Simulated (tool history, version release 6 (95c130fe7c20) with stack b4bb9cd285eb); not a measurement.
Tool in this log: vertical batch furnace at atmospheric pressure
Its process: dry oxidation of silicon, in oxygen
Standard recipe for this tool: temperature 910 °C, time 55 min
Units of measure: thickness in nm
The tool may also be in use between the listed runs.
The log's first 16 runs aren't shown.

| run | hour | temperature | time | wafers since the last listed run | hours since the last temperature calibration | hours since the boat lift was adjusted | hours since the gauge calibration | read-back reference wafer on the same gauge, thickness | thickness |
|---|---|---|---|---|---|---|---|---|---|
| 17 | 1243 | 910 | 55 | 526 | 72.5 | 4671.1 | 3222.1 | 30.8 | 32.12 |
| 18 | 1328.7 | 910 | 55 | 1095 | 158.2 | 4756.8 | 3307.8 | 30.77 | 31.96 |
|  | 1377.4 | gauge calibrated |
| 19 | 1418.2 | 928 | 45 | 1144 | 247.7 | 4846.3 | 40.8 | 30.78 | 33.17 |
| 20 | 1465.6 | 892 | 55 | 605 | 295.1 | 4893.7 | 88.2 | 30.8 | 27.17 |
| 21 | 1541.6 | 910 | 40 | 971 | 371.1 | 4969.7 | 164.2 | 30.78 | 26.13 |
| 22 | 1602 | 893 | 37.5 | 772 | 431.5 | 5030.1 | 224.6 | 30.81 | 21.57 |
|  | 1643.8 | boat lift adjusted |
| 23 | 1680.4 | 917 | 39.5 | 695 | 509.9 | 36.6 | 303 | 30.76 | 28.77 |
| 24 | 1770.2 | 927 | 63.5 | 1147 | 599.7 | 126.4 | 392.8 | 30.8 | 42.43 |
| 25 | 1865.2 | 922 | 74 | 1214 | 694.7 | 221.4 | 487.8 | 30.81 | 45.11 |
| 26 | 1922.1 | 934 | 37 | 727 | 751.6 | 278.3 | 544.7 | 30.81 | 31.94 |
| 27 | 1970.2 | 924 | 39.5 | 614 | 799.7 | 326.4 | 592.8 | 30.82 | 30.66 |
| 28 | 2043 | 896 | 78 | 930 | 872.5 | 399.2 | 665.6 | 30.83 | 36.52 |
| 29 | 2084.5 | 897 | 29 | 530 | 914 | 440.7 | 707.1 | 30.77 | 19.94 |
| 30 | 2188.1 | 910 | 55 | 1324 | 1017.6 | 544.3 | 810.7 | 30.79 | 33.09 |
| 31 | 2283.4 | 910 | 55 | 1218 | 1112.9 | 639.6 | 906 | 30.83 | 33.16 |
| 32 | 2324.7 | 891 | 65.5 | 527 | 1154.2 | 680.9 | 947.3 | 30.84 | 31.05 |
| 33 | 2371.5 | 886 | 81.5 | 598 | 1201 | 727.7 | 994.1 | 30.77 | 33.94 |
| 34 | 2475.9 | 901 | 55 | 1334 | 1305.4 | 832.1 | 1098.5 | 30.76 | 30.41 |
| 35 | 2553.8 | 890 | 66.5 | 995 | 1383.3 | 910 | 1176.4 | 30.83 | 31.04 |
| 36 | 2830.5 | 927 | 63.5 | 3536 | 1660 | 1186.7 | 1453.1 | 30.82 | 42.27 |
| 37 | 2878.4 | 922 | 67.5 | 612 | 1707.9 | 1234.6 | 1501 | 30.83 | 42.41 |
| 38 | 2986.3 | 916 | 55 | 1379 | 1815.8 | 1342.5 | 1608.9 | 30.87 | 34.94 |

5 options for the next run, each taken on its own from the tool as it stands now. Forecast them:
| A | 2990.1 | 910 | 55 | 48 | 1819.6 | 1346.3 | 1612.7 | ? | ? |
| B | 2990.1 | 898 | 55 | 48 | 1819.6 | 1346.3 | 1612.7 | ? | ? |
| C | 2990.1 | 901 | 71.5 | 48 | 1819.6 | 1346.3 | 1612.7 | ? | ? |
| D | 2990.1 | 924 | 70.5 | 48 | 1819.6 | 1346.3 | 1612.7 | ? | ? |
| E | 2990.1 | 902 | 69 | 48 | 1819.6 | 1346.3 | 1612.7 | ? | ? |

| run | read-back reference wafer on the same gauge, thickness | thickness |
|---|---|---|
| A | 30.78 | 33.01 |
| B | 30.78 | 29.55 |
| C | 30.78 | 35.93 |
| D | 30.78 | 44.15 |
| E | 30.78 | 35.44 |
Without the tool's unlogged condition, the same runs would have read:
| run | thickness |
|---|---|
| A | 33.1 |
| B | 29.63 |
| C | 36.03 |
| D | 44.27 |
| E | 35.54 |

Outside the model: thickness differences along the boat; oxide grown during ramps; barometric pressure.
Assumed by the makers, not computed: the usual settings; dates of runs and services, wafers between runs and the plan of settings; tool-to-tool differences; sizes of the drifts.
